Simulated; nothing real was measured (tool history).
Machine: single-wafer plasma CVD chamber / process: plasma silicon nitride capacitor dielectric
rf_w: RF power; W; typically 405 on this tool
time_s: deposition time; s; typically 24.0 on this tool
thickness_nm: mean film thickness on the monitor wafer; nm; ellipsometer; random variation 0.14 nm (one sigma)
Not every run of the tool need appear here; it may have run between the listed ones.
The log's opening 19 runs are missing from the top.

run      day  rf_w  time_s  wafers since the last listed run  hours since the last RF generator calibration  hours since the showerhead was replaced  hours since the gauge calibration  read-back reference wafer on the same gauge, thickness_nm  thickness_nm
 20   79.021   405    24.0                              1540                                          406.8                                    292.5                               95.6                                                     30.401        30.988
 21   81.588   380    21.2                              1187                                          468.4                                    354.1                              157.2                                                     30.389        26.473
 22   84.792   470    24.0                              1482                                          545.3                                    431.0                              234.1                                                     30.428        32.646
 23   89.138   465    21.1                              2010                                          649.6                                    535.3                              338.4                                                     30.385        28.550
 24   91.583   405    26.9                              1131                                          708.3                                    594.0                              397.1                                                     30.412        34.353
 25   95.779   405    22.9                              1941                                          809.0                                    694.7                              497.8                                                     30.425        29.088
 26   99.642   405    24.0                              1787                                          901.7                                    787.4                              590.5                                                     30.387        30.562
 27  101.396   475    20.0                               811                                          943.8                                    829.5                              632.6                                                     30.362        27.188
 28  104.746   405    24.0                              1549                                         1024.2                                    909.9                              713.0                                                     30.412        30.362
 29  108.038   335    26.4                              1523                                         1103.2                                    988.9                              792.0                                                     30.433        30.995
 30  112.421   350    22.7                              2028                                         1208.4                                   1094.1                              897.2                                                     30.413        27.250
     114.088  -- RF generator calibrated
 31  116.683   405    24.0                              1817                                           62.3                                   1196.4                              999.5                                                     30.418        31.279
 32  118.233   405    24.0                               717                                           99.5                                   1233.6                             1036.7                                                     30.417        31.278
 33  121.508   465    24.0                              1515                                          178.1                                   1312.2                             1115.3                                                     30.428        32.662
 34  125.804   435    26.3                              1987                                          281.2                                   1415.3                             1218.4                                                     30.396        34.927
 35  127.792   405    22.2                               919                                          328.9                                   1463.0                             1266.1                                                     30.421        28.614

Forecast each of these 4 alternatives for the next run:
  A  127.808   325    24.0                                 7                                          329.3                                   1463.4                             1266.5                                                          ?             ?
  B  127.808   405    20.1                                 7                                          329.3                                   1463.4                             1266.5                                                          ?             ?
  C  127.808   480    22.3                                 7                                          329.3                                   1463.4                             1266.5                                                          ?             ?
  D  127.808   375    24.0                                 7                                          329.3                                   1463.4                             1266.5                                                          ?             ?

run  read-back reference wafer on the same gauge, thickness_nm  thickness_nm
  A                                                     30.438        28.267
  B                                                     30.438        25.970
  C                                                     30.438        30.799
  D                                                     30.438        30.048
With the hidden condition removed and each run's random variation left untouched, the same runs would have given:
run  thickness_nm
  A        28.861
  B        26.515
  C        31.446
  D        30.679

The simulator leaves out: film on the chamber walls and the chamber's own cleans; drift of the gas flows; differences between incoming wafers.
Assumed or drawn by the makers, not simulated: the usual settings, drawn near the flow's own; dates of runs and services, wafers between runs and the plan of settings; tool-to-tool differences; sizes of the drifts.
